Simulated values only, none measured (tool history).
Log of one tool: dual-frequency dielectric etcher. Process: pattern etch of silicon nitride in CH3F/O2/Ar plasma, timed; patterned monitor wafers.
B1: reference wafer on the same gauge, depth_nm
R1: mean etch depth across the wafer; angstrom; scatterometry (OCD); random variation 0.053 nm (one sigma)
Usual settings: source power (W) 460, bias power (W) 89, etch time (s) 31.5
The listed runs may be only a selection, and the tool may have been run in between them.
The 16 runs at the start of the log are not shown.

run 17 hour=852.7 | source_power_(W)=390 bias_power_(W)=89 etch_time_(s)=31.5 | B1=25.90 | R1=238.2
run 18 hour=916.3 | source_power_(W)=460 bias_power_(W)=89 etch_time_(s)=31.5 | B1=25.89 | R1=251.6
run 19 hour=977.4 | source_power_(W)=460 bias_power_(W)=89 etch_time_(s)=31.5 | B1=25.91 | R1=252.9
-- hour=1041.1 wet clean of the chamber
run 20 hour=1041.6 | source_power_(W)=510 bias_power_(W)=76 etch_time_(s)=27.5 | B1=25.87 | R1=216.9
run 21 hour=1085.2 | source_power_(W)=370 bias_power_(W)=89 etch_time_(s)=25.0 | B1=25.89 | R1=185.2
run 22 hour=1117.3 | source_power_(W)=370 bias_power_(W)=89 etch_time_(s)=31.5 | B1=25.90 | R1=233.8
-- hour=1159.0 source power generator calibrated
run 23 hour=1191.8 | source_power_(W)=510 bias_power_(W)=89 etch_time_(s)=36.5 | B1=25.88 | R1=300.9
-- hour=1251.6 gauge calibrated
-- hour=1260.7 upper electrode replaced
run 24 hour=1261.2 | source_power_(W)=530 bias_power_(W)=89 etch_time_(s)=31.5 | B1=25.90 | R1=263.0
run 25 hour=1295.7 | source_power_(W)=400 bias_power_(W)=78 etch_time_(s)=38.0 | B1=25.87 | R1=280.2
run 26 hour=1322.1 | source_power_(W)=570 bias_power_(W)=80 etch_time_(s)=23.0 | B1=25.91 | R1=191.3
run 27 hour=1347.2 | source_power_(W)=460 bias_power_(W)=89 etch_time_(s)=23.0 | B1=25.89 | R1=183.8
-- hour=1491.2 wet clean of the chamber
run 28 hour=1503.2 | source_power_(W)=510 bias_power_(W)=70 etch_time_(s)=34.5 | B1=25.91 | R1=265.9
run 29 hour=1532.4 | source_power_(W)=460 bias_power_(W)=89 etch_time_(s)=31.5 | B1=25.90 | R1=249.1
run 30 hour=1572.6 | source_power_(W)=420 bias_power_(W)=110 etch_time_(s)=37.5 | B1=25.89 | R1=306.9
run 31 hour=1605.0 | source_power_(W)=460 bias_power_(W)=89 etch_time_(s)=31.5 | B1=25.87 | R1=250.6

Branching from run 31: 3 alternative next runs. What would each branch give?
run A hour=1605.4 | source_power_(W)=460 bias_power_(W)=89 etch_time_(s)=31.5 | B1=? | R1=?
run B hour=1605.4 | source_power_(W)=460 bias_power_(W)=89 etch_time_(s)=35.0 | B1=? | R1=?
run C hour=1605.4 | source_power_(W)=580 bias_power_(W)=89 etch_time_(s)=31.5 | B1=? | R1=?

run=A B1=25.92 R1=250.8
run=B B1=25.92 R1=278.7
run=C B1=25.92 R1=270.2
The same runs, with their run-to-run variation unchanged, on a tool lacking any hidden condition would have given:
run=A R1=250.1
run=B R1=277.9
run=C R1=269.5
